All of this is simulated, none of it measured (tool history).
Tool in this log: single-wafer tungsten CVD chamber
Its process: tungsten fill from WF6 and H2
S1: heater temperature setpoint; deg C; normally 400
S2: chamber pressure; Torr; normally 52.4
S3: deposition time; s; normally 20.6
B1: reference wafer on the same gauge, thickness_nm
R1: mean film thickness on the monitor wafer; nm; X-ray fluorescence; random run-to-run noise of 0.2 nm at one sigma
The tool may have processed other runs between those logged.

{"run": 1, "hour": 0.0, "S1": 400, "S2": 52.4, "S3": 20.6, "B1": 80.376, "R1": 74.527}
{"run": 2, "hour": 94.5, "S1": 400, "S2": 52.4, "S3": 20.6, "B1": 80.305, "R1": 75.135}
{"run": 3, "hour": 190.2, "S1": 400, "S2": 52.4, "S3": 20.6, "B1": 80.292, "R1": 75.562}
{"run": 4, "hour": 284.7, "S1": 400, "S2": 43.6, "S3": 20.6, "B1": 80.44, "R1": 66.742}
{"run": 5, "hour": 390.8, "S1": 400, "S2": 43.6, "S3": 20.6, "B1": 80.44, "R1": 66.848}
{"run": 6, "hour": 478.2, "S1": 400, "S2": 47.3, "S3": 17.5, "B1": 80.419, "R1": 62.029}
{"run": 7, "hour": 549.3, "S1": 392, "S2": 52.4, "S3": 20.6, "B1": 80.396, "R1": 68.694}
{"run": 8, "hour": 607.0, "S1": 392, "S2": 52.4, "S3": 20.6, "B1": 80.368, "R1": 68.473}
{"run": 9, "hour": 645.2, "S1": 393, "S2": 52.4, "S3": 20.6, "B1": 80.39, "R1": 69.805}
{"run": 10, "hour": 741.8, "S1": 393, "S2": 52.4, "S3": 23.8, "B1": 80.411, "R1": 80.254}
{"run": 11, "hour": 841.8, "S1": 387, "S2": 63.3, "S3": 20.6, "B1": 80.364, "R1": 70.447}
{"run": 12, "hour": 948.8, "S1": 400, "S2": 47.3, "S3": 17.5, "B1": 80.373, "R1": 61.042}
{"run": 13, "hour": 1000.8, "S1": 400, "S2": 43.8, "S3": 20.6, "B1": 80.387, "R1": 67.92}
{"run": 14, "hour": 1047.9, "S1": 400, "S2": 52.4, "S3": 20.6, "B1": 80.299, "R1": 75.0}
{"run": 15, "hour": 1148.2, "S1": 391, "S2": 52.4, "S3": 20.6, "B1": 80.405, "R1": 65.148}
{"run": 16, "hour": 1206.1, "S1": 395, "S2": 40.0, "S3": 18.9, "B1": 80.393, "R1": 52.522}
{"run": 17, "hour": 1308.3, "S1": 400, "S2": 64.2, "S3": 22.0, "B1": 80.413, "R1": 91.84}
{"run": 18, "hour": 1440.1, "S1": 400, "S2": 47.3, "S3": 17.5, "B1": 80.425, "R1": 60.13}

Not shown here: 4 entries made in the log between runs. Locate each between two listed runs and compare the hidden state at the listed run before it with the hidden state at the listed run after it:
Runs 5 to 6: capacitance manometer re-zeroed and calibrated (hour 442.3)
  wafer temperature above the value expected at the setpoint (K): 1.19 -> 1.33; true pressure above the setpoint (%): -5.26 -> -0.747
  measured result minus the result with no hidden state, R1: -1.272 -> +0.973 nm
Runs 7 to 8: showerhead replaced (hour 595.1)
  wafer temperature above the value expected at the setpoint (K): 1.42 -> 1.48; true pressure above the setpoint (%): -1.38 -> -1.84
  measured result minus the result with no hidden state, R1: +0.989 -> +0.845 nm
Runs 11 to 12: gauge calibrated (hour 859.2)
  wafer temperature above the value expected at the setpoint (K): 1.66 -> 1.71; true pressure above the setpoint (%): -3.32 -> -3.83
  measured result minus the result with no hidden state, R1: +0.503 -> +0.021 nm
Runs 13 to 14: thermocouple changed; heater temperature recalibrated (hour 1025.3)
  wafer temperature above the value expected at the setpoint (K): 1.73 -> 0.228; true pressure above the setpoint (%): -4.04 -> -4.22
  measured result minus the result with no hidden state, R1: -0.092 -> -1.919 nm
